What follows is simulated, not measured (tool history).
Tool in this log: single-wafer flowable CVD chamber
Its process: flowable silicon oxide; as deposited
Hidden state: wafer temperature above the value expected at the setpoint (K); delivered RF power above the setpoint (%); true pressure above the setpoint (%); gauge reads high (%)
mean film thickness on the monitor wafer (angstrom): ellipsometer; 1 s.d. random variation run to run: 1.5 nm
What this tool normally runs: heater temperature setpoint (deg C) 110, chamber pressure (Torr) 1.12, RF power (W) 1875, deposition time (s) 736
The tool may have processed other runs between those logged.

run	hour	heater temperature setpoint (deg C)	chamber pressure (Torr)	RF power (W)	deposition time (s)	wafers since the last listed run	hours since the last thermocouple change	hours since the last RF generator calibration	hours since the last manometer calibration	hours since the showerhead was replaced	hours since the gauge calibration	read-back reference wafer on the same gauge, thickness_nm	mean film thickness on the monitor wafer (angstrom)
1	0	110	1.12	1875	736	0	761.5	2596.9	2150.5	1800.4	185	551.818	4685.46
2	23.3	110	1.12	1875	736	63	784.8	2620.2	2173.8	1823.7	208.3	552.181	4708.69
3	37.3	110	1.12	1875	736	38	798.8	2634.2	2187.8	1837.7	222.3	552.68	4697.96
4	65	110	1.12	1875	736	75	826.5	2661.9	2215.5	1865.4	250	553.126	4703.05
5	148.8	122	1.12	1960	736	229	910.3	2745.7	2299.3	1949.2	333.8	555.282	3381.81
6	182.8	122	1.12	1960	736	92	944.3	2779.7	2333.3	1983.2	367.8	555.669	3374.68
# hour 204.4: gauge calibrated
# hour 209.1: RF generator calibrated
7	209.6	110	1.12	1875	736	51	971.1	0.5	2360.1	2010	5.2	548.482	4654.46
8	232.7	110	1.12	1875	736	63	994.2	23.6	2383.2	2033.1	28.3	549.11	4676.02
9	254.1	119	1.01	1875	736	58	1015.6	45	2404.6	2054.5	49.7	549.69	3250.03
# hour 279.4: thermocouple changed; heater temperature recalibrated
10	286.3	119	1.01	1875	736	66	6.9	77.2	2436.8	2086.7	81.9	550.101	3241.79
# hour 323.3: capacitance manometer re-zeroed and calibrated
11	323.8	104	1.12	1740	736	80	44.4	114.7	0.5	2124.2	119.4	550.914	5549.12
12	352.5	110	1.12	1875	736	78	73.1	143.4	29.2	2152.9	148.1	551.545	4684.19
13	377.6	110	1.12	1720	736	68	98.2	168.5	54.3	2178	173.2	552.128	4618.2
14	406	110	1.12	1875	736	77	126.6	196.9	82.7	2206.4	201.6	552.983	4680.86
# hour 429.2: showerhead replaced
15	431.5	110	1.12	1875	736	47	152.1	222.4	108.2	2.3	227.1	553.404	4709.33
16	454.8	98	1.12	2170	736	63	175.4	245.7	131.5	25.6	250.4	554.273	6961.26
17	478.2	110	1.12	1875	632	63	198.8	269.1	154.9	49	273.8	554.551	4045.38
18	496.9	115	1.26	1875	736	51	217.5	287.8	173.6	67.7	292.5	554.847	4572.2
19	521.7	100	1.12	1590	794	67	242.3	312.6	198.4	92.5	317.3	555.661	6723.17
20	539.4	110	1.23	1875	736	48	260	330.3	216.1	110.2	335	555.685	5179.37
# hour 543.8: gauge calibrated
21	552.5	110	1	1875	847	35	273.1	343.4	229.2	123.3	8.7	547.47	4775.49

List, for all runs, the conditions of the tool that the log does not record:
wafer temperature above the value expected at the setpoint (K): 0 on each run
delivered RF power above the setpoint (%): 0 on each run
true pressure above the setpoint (%): 0 on each run
H1: gauge reads high (%)
run	H1
1	0.686
2	0.779
3	0.835
4	0.946
5	1.28
6	1.42
7	0.111
8	0.203
9	0.289
10	0.418
11	0.568
12	0.682
13	0.783
14	0.896
15	0.998
16	1.09
17	1.19
18	1.26
19	1.36
20	1.43
21	-0.0812

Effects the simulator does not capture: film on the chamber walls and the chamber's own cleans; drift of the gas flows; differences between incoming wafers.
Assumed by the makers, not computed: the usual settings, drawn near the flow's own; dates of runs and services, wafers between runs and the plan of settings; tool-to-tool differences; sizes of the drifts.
